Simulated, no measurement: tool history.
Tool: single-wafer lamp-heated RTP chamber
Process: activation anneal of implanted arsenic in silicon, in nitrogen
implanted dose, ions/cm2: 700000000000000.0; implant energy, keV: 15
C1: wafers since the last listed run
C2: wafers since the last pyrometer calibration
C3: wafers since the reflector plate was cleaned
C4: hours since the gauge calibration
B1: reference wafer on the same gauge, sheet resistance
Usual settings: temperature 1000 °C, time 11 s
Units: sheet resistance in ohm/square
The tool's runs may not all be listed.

run 1 hour=0 | temperature=1000 time=11 | C1=0 C2=9180 C3=2241 C4=1499.9 | B1=194.89 | sheet_resistance=183.14
run 2 hour=75.6 | temperature=1000 time=11 | C1=1391 C2=10572 C3=3632 C4=1575.5 | B1=194.93 | sheet_resistance=182.96
-- hour=120.2 pyrometer window cleaned and pyrometer calibrated
run 3 hour=136 | temperature=1000 time=11 | C1=964 C2=290 C3=4597 C4=1635.9 | B1=195.08 | sheet_resistance=186.07
run 4 hour=213.5 | temperature=1000 time=8 | C1=1426 C2=1716 C3=6024 C4=1713.4 | B1=194.95 | sheet_resistance=188.56
run 5 hour=285.6 | temperature=1000 time=8 | C1=1327 C2=3044 C3=7351 C4=1785.5 | B1=194.96 | sheet_resistance=187.38
run 6 hour=333.8 | temperature=989 time=11 | C1=887 C2=3931 C3=8238 C4=1833.7 | B1=194.99 | sheet_resistance=187.12
run 7 hour=382.4 | temperature=1000 time=14 | C1=894 C2=4826 C3=9133 C4=1882.3 | B1=194.89 | sheet_resistance=181.15
run 8 hour=479.6 | temperature=1000 time=14 | C1=1789 C2=6615 C3=10922 C4=1979.5 | B1=194.99 | sheet_resistance=180.07
run 9 hour=563 | temperature=1000 time=14 | C1=1535 C2=8150 C3=12458 C4=2062.9 | B1=195.07 | sheet_resistance=179.05
-- hour=631.9 reflector plate cleaned
run 10 hour=646.4 | temperature=1000 time=11 | C1=1388 C2=9539 C3=267 C4=2146.3 | B1=194.94 | sheet_resistance=183.29
run 11 hour=710.8 | temperature=982 time=11 | C1=1185 C2=10724 C3=1453 C4=2210.7 | B1=195.11 | sheet_resistance=187.98
run 12 hour=769.4 | temperature=981 time=9 | C1=1078 C2=11803 C3=2531 C4=2269.3 | B1=194.82 | sheet_resistance=189.71
run 13 hour=819 | temperature=1000 time=11 | C1=913 C2=12716 C3=3444 C4=2318.9 | B1=194.88 | sheet_resistance=182.64
-- hour=857.3 pyrometer window cleaned and pyrometer calibrated
run 14 hour=861.3 | temperature=1000 time=11 | C1=631 C2=73 C3=4076 C4=2361.2 | B1=195.03 | sheet_resistance=186.22
run 15 hour=903.7 | temperature=1000 time=11 | C1=780 C2=854 C3=4856 C4=2403.6 | B1=194.91 | sheet_resistance=185.17
run 16 hour=953.3 | temperature=991 time=13 | C1=913 C2=1767 C3=5770 C4=2453.2 | B1=195.03 | sheet_resistance=186.47
run 17 hour=1025.9 | temperature=1011 time=5 | C1=1336 C2=3104 C3=7106 C4=2525.8 | B1=194.99 | sheet_resistance=189.46
run 18 hour=1116.2 | temperature=1018 time=17 | C1=1662 C2=4766 C3=8768 C4=2616.1 | B1=194.78 | sheet_resistance=173.68
run 19 hour=1200.1 | temperature=1000 time=11 | C1=1544 C2=6311 C3=10313 C4=2700 | B1=195.12 | sheet_resistance=182
-- hour=1239.1 reflector plate cleaned
run 20 hour=1274.7 | temperature=1025 time=5 | C1=1226 C2=7537 C3=654 C4=2774.6 | B1=194.96 | sheet_resistance=185.16
run 21 hour=1371 | temperature=1017 time=9 | C1=1772 C2=9309 C3=2427 C4=2870.9 | B1=194.98 | sheet_resistance=181.5
run 22 hour=1420.1 | temperature=991 time=14 | C1=903 C2=10213 C3=3331 C4=2920 | B1=195.1 | sheet_resistance=183.92
-- hour=1461.6 pyrometer window cleaned and pyrometer calibrated
run 23 hour=1506 | temperature=1000 time=11 | C1=1434 C2=817 C3=4765 C4=3005.9 | B1=194.85 | sheet_resistance=185.79
run 24 hour=1577.3 | temperature=1000 time=11 | C1=1312 C2=2129 C3=6078 C4=3077.2 | B1=195.1 | sheet_resistance=184.87
run 25 hour=1622.2 | temperature=1000 time=11 | C1=826 C2=2956 C3=6904 C4=3122.1 | B1=195.01 | sheet_resistance=185.35
run 26 hour=1684.9 | temperature=1008 time=11 | C1=1154 C2=4110 C3=8059 C4=3184.8 | B1=194.95 | sheet_resistance=181.44
run 27 hour=1770.3 | temperature=1018 time=11 | C1=1572 C2=5682 C3=9631 C4=3270.2 | B1=194.99 | sheet_resistance=178.65
-- hour=1803.2 gauge calibrated
run 28 hour=1963 | temperature=1000 time=11 | C1=3547 C2=9230 C3=13178 C4=159.8 | B1=194.85 | sheet_resistance=180.9
-- hour=2002.3 reflector plate cleaned
run 29 hour=2002.8 | temperature=1000 time=17 | C1=585 C2=9815 C3=8 C4=199.6 | B1=194.86 | sheet_resistance=179.08
run 30 hour=2094.2 | temperature=1000 time=11 | C1=1682 C2=11498 C3=1690 C4=291 | B1=195.04 | sheet_resistance=183.09
-- hour=2171.3 pyrometer window cleaned and pyrometer calibrated
run 31 hour=2194.4 | temperature=978 time=9 | C1=1697 C2=425 C3=3388 C4=391.2 | B1=195 | sheet_resistance=193.21
run 32 hour=2278.7 | temperature=1000 time=16 | C1=1551 C2=1976 C3=4940 C4=475.5 | B1=194.94 | sheet_resistance=181.92
run 33 hour=2329.9 | temperature=1029 time=5 | C1=942 C2=2919 C3=5882 C4=526.7 | B1=195.04 | sheet_resistance=185.4
run 34 hour=2436.6 | temperature=1015 time=14 | C1=1964 C2=4883 C3=7847 C4=633.4 | B1=194.97 | sheet_resistance=176.74
run 35 hour=2520.5 | temperature=1000 time=11 | C1=1544 C2=6428 C3=9391 C4=717.3 | B1=195.01 | sheet_resistance=183.67

The tool's hidden state at each run:
gauge reads high (%): 0 in every run
H1: true wafer temperature minus pyrometer reading, K
H2: wafer temperature error from the tarnished reflector plate, K
run=1 H1=9.6 H2=1.44
run=2 H1=10.9 H2=1.85
run=3 H1=0.375 H2=2.33
run=4 H1=1.74 H2=3.12
run=5 H1=3.01 H2=4.04
run=6 H1=3.85 H2=4.75
run=7 H1=4.71 H2=5.55
run=8 H1=6.42 H2=7.4
run=9 H1=7.88 H2=9.24
run=10 H1=9.35 H2=1
run=11 H1=10.5 H2=1.11
run=12 H1=11.5 H2=1.32
run=13 H1=12.4 H2=1.6
run=14 H1=0.291 H2=1.9
run=15 H1=1.04 H2=2.27
run=16 H1=1.91 H2=2.77
run=17 H1=3.19 H2=3.67
run=18 H1=4.77 H2=5.03
run=19 H1=6.25 H2=6.54
run=20 H1=7.56 H2=0.141
run=21 H1=9.25 H2=0.418
run=22 H1=10.1 H2=0.682
run=23 H1=1.1 H2=1.34
run=24 H1=2.35 H2=2.08
run=25 H1=3.14 H2=2.64
run=26 H1=4.24 H2=3.53
run=27 H1=5.74 H2=4.97
run=28 H1=9.13 H2=9.12
run=29 H1=9.83 H2=0.0772
run=30 H1=11.4 H2=0.222
run=31 H1=1 H2=0.711
run=32 H1=2.48 H2=1.39
run=33 H1=3.39 H2=1.92
run=34 H1=5.26 H2=3.32
run=35 H1=6.74 H2=4.69
